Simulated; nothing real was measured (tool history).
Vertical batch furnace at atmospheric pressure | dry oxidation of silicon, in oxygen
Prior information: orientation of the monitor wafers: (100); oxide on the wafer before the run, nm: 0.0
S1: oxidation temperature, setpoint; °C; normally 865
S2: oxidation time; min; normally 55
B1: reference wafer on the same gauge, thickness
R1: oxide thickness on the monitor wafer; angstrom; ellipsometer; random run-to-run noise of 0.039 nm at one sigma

run   hour   S1    S2     B1     R1
  1      0  865    55   14.2  117.4
  2   13.3  865    55  14.21  116.3
  3   47.1  850    44  14.21   83.8
  4   78.6  865    55  14.19  117.3
      94.9  -- gauge calibrated
  5  109.9  865    55   14.2  117.3
  6  136.4  865    55  14.18  116.5
  7    159  865    55  14.21  116.4
  8  191.3  865    55   14.2  116.4
  9  203.5  865    55  14.19  116.8
 10  235.7  865    55  14.23  115.9
 11  250.5  865  72.5  14.19  140.5
 12  263.8  865  72.5  14.19  141.7
 13  290.5  865  72.5  14.21  140.3
 14  305.4  865    55  14.21  116.3
 15  329.3  865    55  14.18  115.8
 16  357.1  865    55  14.18  116.2
 17  372.3  865    55   14.2  115.9
 18  392.3  878  30.5   14.2   89.1
 19  413.1  850    62   14.2  105.7
 20  427.6  852    36  14.21   73.1
     454.6  -- thermocouples replaced and temperature profile calibrated
 21  455.1  865    55  14.19  115.9
 22    470  885    55  14.21  144.9
 23  504.3  865    55   14.2    115
 24    561  884    55  14.21    143
       565  -- gauge calibrated
     590.1  -- boat lift adjusted
 25    592  855    44  14.18   92.5
 26  620.9  865    55   14.2  121.7
 27  638.6  873  45.5   14.2  116.8
 28  672.6  865    55  14.21  121.7
 29  707.6  841  35.5  14.21   66.8
 30  740.5  877    72   14.2  167.2
 31    769  875    64  14.21  152.4
 32  799.2  853  44.5  14.18   90.2
 33  818.7  865    79  14.22  155.9
 34    837  842  70.5   14.2  110.9
 35  858.2  865    55  14.21  121.7

What the log doesn't show, run by run:
true tube temperature minus thermocouple reading, K: 0, the same for each run
gauge reads high (%): 0, the same for each run
H1: monitor wafer colder than the profiled boat position, K
run      H1
  1    3.43
  2    3.46
  3    3.54
  4    3.62
  5    3.69
  6    3.76
  7    3.82
  8     3.9
  9    3.93
 10    4.01
 11    4.05
 12    4.08
 13    4.15
 14    4.19
 15    4.25
 16    4.33
 17    4.37
 18    4.42
 19    4.48
 20    4.52
 21    4.59
 22    4.64
 23    4.73
 24    4.89
 25  0.0612
 26  0.0616
 27  0.0621
 28   0.064
 29  0.0669
 30  0.0706
 31  0.0746
 32  0.0795
 33  0.0831
 34  0.0867
 35  0.0913

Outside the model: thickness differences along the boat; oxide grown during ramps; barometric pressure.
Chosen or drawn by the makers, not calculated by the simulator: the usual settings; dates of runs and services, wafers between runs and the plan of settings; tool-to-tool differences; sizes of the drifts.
